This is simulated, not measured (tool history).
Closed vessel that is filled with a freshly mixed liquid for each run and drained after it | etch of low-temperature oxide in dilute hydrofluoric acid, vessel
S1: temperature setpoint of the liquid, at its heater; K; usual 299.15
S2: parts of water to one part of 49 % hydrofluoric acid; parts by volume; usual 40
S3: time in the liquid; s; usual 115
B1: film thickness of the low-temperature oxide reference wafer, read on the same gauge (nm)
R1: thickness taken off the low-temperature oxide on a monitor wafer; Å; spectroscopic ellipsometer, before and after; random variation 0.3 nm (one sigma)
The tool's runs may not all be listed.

run 1 hour=0.0 | S1=299.15 S2=40 S3=115 | B1=69.99 | R1=416.0
-- hour=9.0 gauge calibrated
run 2 hour=58.2 | S1=299.15 S2=40 S3=115 | B1=70.02 | R1=426.7
run 3 hour=98.0 | S1=299.15 S2=40 S3=115 | B1=69.96 | R1=420.4
-- hour=141.6 hydrofluoric acid flow meter replaced
run 4 hour=146.7 | S1=299.15 S2=40 S3=115 | B1=70.02 | R1=402.1
run 5 hour=176.8 | S1=299.15 S2=40 S3=115 | B1=70.01 | R1=408.4
run 6 hour=384.2 | S1=299.15 S2=40 S3=115 | B1=70.01 | R1=419.2
run 7 hour=411.3 | S1=299.15 S2=40 S3=115 | B1=70.05 | R1=420.0
run 8 hour=473.6 | S1=299.15 S2=40 S3=115 | B1=70.00 | R1=421.2
run 9 hour=538.9 | S1=302.65 S2=40 S3=115 | B1=69.99 | R1=485.0
-- hour=572.9 hydrofluoric acid flow meter replaced
run 10 hour=671.1 | S1=302.65 S2=40 S3=115 | B1=70.01 | R1=465.5
run 11 hour=728.4 | S1=299.15 S2=40 S3=90 | B1=70.01 | R1=323.1
run 12 hour=769.8 | S1=295.15 S2=20 S3=160 | B1=69.99 | R1=998.4
run 13 hour=818.4 | S1=299.15 S2=40 S3=115 | B1=70.01 | R1=415.7
-- hour=886.6 gauge calibrated
-- hour=888.2 thermometer replaced
-- hour=1002.0 hydrofluoric acid flow meter replaced
run 14 hour=1030.4 | S1=299.15 S2=40 S3=115 | B1=69.94 | R1=407.5
run 15 hour=1061.4 | S1=297.65 S2=30 S3=65 | B1=69.97 | R1=287.1
run 16 hour=1125.2 | S1=303.65 S2=55 S3=115 | B1=69.98 | R1=346.8
run 17 hour=1166.9 | S1=294.65 S2=55 S3=80 | B1=69.97 | R1=168.6
run 18 hour=1206.5 | S1=299.15 S2=40 S3=115 | B1=70.00 | R1=410.2
run 19 hour=1267.8 | S1=299.15 S2=40 S3=115 | B1=69.97 | R1=413.3
run 20 hour=1312.7 | S1=296.65 S2=55 S3=60 | B1=70.00 | R1=138.8

Forecast each of these 3 alternatives for the next run:
run A hour=1313.4 | S1=299.15 S2=60 S3=115 | B1=? | R1=?
run B hour=1313.4 | S1=294.65 S2=35 S3=90 | B1=? | R1=?
run C hour=1313.4 | S1=301.15 S2=20 S3=55 | B1=? | R1=?

run=A B1=69.98 R1=274.8
run=B B1=69.98 R1=316.0
run=C B1=69.98 R1=452.3
Without the tool's hidden state the same runs would have given:
run=A R1=265.1
run=B R1=305.2
run=C R1=437.1

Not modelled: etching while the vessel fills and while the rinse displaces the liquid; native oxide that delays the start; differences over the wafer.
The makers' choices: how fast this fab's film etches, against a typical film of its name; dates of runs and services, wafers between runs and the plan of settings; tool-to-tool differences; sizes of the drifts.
